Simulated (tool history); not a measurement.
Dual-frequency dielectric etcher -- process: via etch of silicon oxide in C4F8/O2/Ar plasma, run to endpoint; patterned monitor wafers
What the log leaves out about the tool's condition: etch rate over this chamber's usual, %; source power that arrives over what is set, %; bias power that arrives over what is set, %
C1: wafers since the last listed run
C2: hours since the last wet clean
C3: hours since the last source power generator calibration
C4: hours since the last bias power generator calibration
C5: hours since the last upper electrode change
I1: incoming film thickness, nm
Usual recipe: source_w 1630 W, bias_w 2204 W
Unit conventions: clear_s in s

{"run": 1, "hour": 0.0, "source_w": 1630, "bias_w": 2204, "C1": 0, "C2": 83.5, "C3": 1569.5, "C4": 3974.3, "C5": 4171.6, "I1": 1186.9, "clear_s": 259.4}
{"run": 2, "hour": 35.9, "source_w": 1630, "bias_w": 2204, "C1": 230, "C2": 119.4, "C3": 1605.4, "C4": 4010.2, "C5": 4207.5, "I1": 1194.4, "clear_s": 261.0}
{"run": 3, "hour": 75.4, "source_w": 1630, "bias_w": 2204, "C1": 254, "C2": 158.9, "C3": 1644.9, "C4": 4049.7, "C5": 4247.0, "I1": 1180.1, "clear_s": 257.9}
{"run": 4, "hour": 114.1, "source_w": 1630, "bias_w": 2204, "C1": 248, "C2": 197.6, "C3": 1683.6, "C4": 4088.4, "C5": 4285.7, "I1": 1172.5, "clear_s": 255.3}
{"run": 5, "hour": 178.0, "source_w": 1630, "bias_w": 2204, "C1": 411, "C2": 261.5, "C3": 1747.5, "C4": 4152.3, "C5": 4349.6, "I1": 1181.8, "clear_s": 254.8}
{"hour": 278.5, "done": "wet clean of the chamber"}
{"run": 6, "hour": 329.6, "source_w": 1630, "bias_w": 2204, "C1": 820, "C2": 51.1, "C3": 1899.1, "C4": 4303.9, "C5": 4501.2, "I1": 1182.0, "clear_s": 259.2}
{"hour": 338.9, "done": "source power generator calibrated"}
{"hour": 383.7, "done": "bias power generator calibrated"}
{"run": 7, "hour": 390.5, "source_w": 1630, "bias_w": 2204, "C1": 340, "C2": 112.0, "C3": 51.6, "C4": 6.8, "C5": 4562.1, "I1": 1178.4, "clear_s": 257.4}
{"run": 8, "hour": 419.5, "source_w": 1630, "bias_w": 2204, "C1": 186, "C2": 141.0, "C3": 80.6, "C4": 35.8, "C5": 4591.1, "I1": 1176.1, "clear_s": 257.1}
{"run": 9, "hour": 446.8, "source_w": 1630, "bias_w": 2204, "C1": 175, "C2": 168.3, "C3": 107.9, "C4": 63.1, "C5": 4618.4, "I1": 1197.3, "clear_s": 259.7}
{"run": 10, "hour": 476.0, "source_w": 1380, "bias_w": 2468, "C1": 187, "C2": 197.5, "C3": 137.1, "C4": 92.3, "C5": 4647.6, "I1": 1201.7, "clear_s": 262.6}
{"run": 11, "hour": 543.8, "source_w": 1630, "bias_w": 2204, "C1": 436, "C2": 265.3, "C3": 204.9, "C4": 160.1, "C5": 4715.4, "I1": 1182.6, "clear_s": 255.7}
{"hour": 605.5, "done": "wet clean of the chamber"}
{"run": 12, "hour": 606.0, "source_w": 1800, "bias_w": 1939, "C1": 245, "C2": 0.5, "C3": 267.1, "C4": 222.3, "C5": 4777.6, "I1": 1191.0, "clear_s": 268.7}
{"hour": 639.8, "done": "upper electrode replaced"}
{"run": 13, "hour": 660.5, "source_w": 1480, "bias_w": 2691, "C1": 196, "C2": 55.0, "C3": 321.6, "C4": 276.8, "C5": 20.7, "I1": 1184.7, "clear_s": 247.6}
{"run": 14, "hour": 704.3, "source_w": 1270, "bias_w": 2576, "C1": 281, "C2": 98.8, "C3": 365.4, "C4": 320.6, "C5": 64.5, "I1": 1168.2, "clear_s": 260.0}
{"run": 15, "hour": 752.7, "source_w": 1630, "bias_w": 2559, "C1": 311, "C2": 147.2, "C3": 413.8, "C4": 369.0, "C5": 112.9, "I1": 1189.4, "clear_s": 245.5}
{"run": 16, "hour": 820.4, "source_w": 1630, "bias_w": 2734, "C1": 435, "C2": 214.9, "C3": 481.5, "C4": 436.7, "C5": 180.6, "I1": 1184.4, "clear_s": 235.8}
{"run": 17, "hour": 871.5, "source_w": 1630, "bias_w": 2204, "C1": 328, "C2": 266.0, "C3": 532.6, "C4": 487.8, "C5": 231.7, "I1": 1194.4, "clear_s": 258.2}
{"hour": 936.8, "done": "wet clean of the chamber"}
{"run": 18, "hour": 937.3, "source_w": 1630, "bias_w": 2204, "C1": 268, "C2": 0.5, "C3": 598.4, "C4": 553.6, "C5": 297.5, "I1": 1192.9, "clear_s": 262.1}

Here are 5 independent what-if runs from the current tool condition. What would each one return?
{"run": "A", "hour": 937.8, "source_w": 1630, "bias_w": 2204, "C1": 3, "C2": 1.0, "C3": 598.9, "C4": 554.1, "C5": 298.0, "I1": 1191.2, "clear_s": "?"}
{"run": "B", "hour": 937.8, "source_w": 1970, "bias_w": 1730, "C1": 3, "C2": 1.0, "C3": 598.9, "C4": 554.1, "C5": 298.0, "I1": 1191.2, "clear_s": "?"}
{"run": "C", "hour": 937.8, "source_w": 1260, "bias_w": 2037, "C1": 3, "C2": 1.0, "C3": 598.9, "C4": 554.1, "C5": 298.0, "I1": 1191.2, "clear_s": "?"}
{"run": "D", "hour": 937.8, "source_w": 1410, "bias_w": 2429, "C1": 3, "C2": 1.0, "C3": 598.9, "C4": 554.1, "C5": 298.0, "I1": 1191.2, "clear_s": "?"}
{"run": "E", "hour": 937.8, "source_w": 2020, "bias_w": 2460, "C1": 3, "C2": 1.0, "C3": 598.9, "C4": 554.1, "C5": 298.0, "I1": 1191.2, "clear_s": "?"}

run=A clear_s=261.9
run=B clear_s=273.9
run=C clear_s=294.8
run=D clear_s=263.0
run=E clear_s=232.4
The same runs, with their run-to-run variation unchanged, on a tool lacking any hidden condition would have given:
run=A clear_s=262.1
run=B clear_s=274.0
run=C clear_s=295.0
run=D clear_s=263.2
run=E clear_s=232.5

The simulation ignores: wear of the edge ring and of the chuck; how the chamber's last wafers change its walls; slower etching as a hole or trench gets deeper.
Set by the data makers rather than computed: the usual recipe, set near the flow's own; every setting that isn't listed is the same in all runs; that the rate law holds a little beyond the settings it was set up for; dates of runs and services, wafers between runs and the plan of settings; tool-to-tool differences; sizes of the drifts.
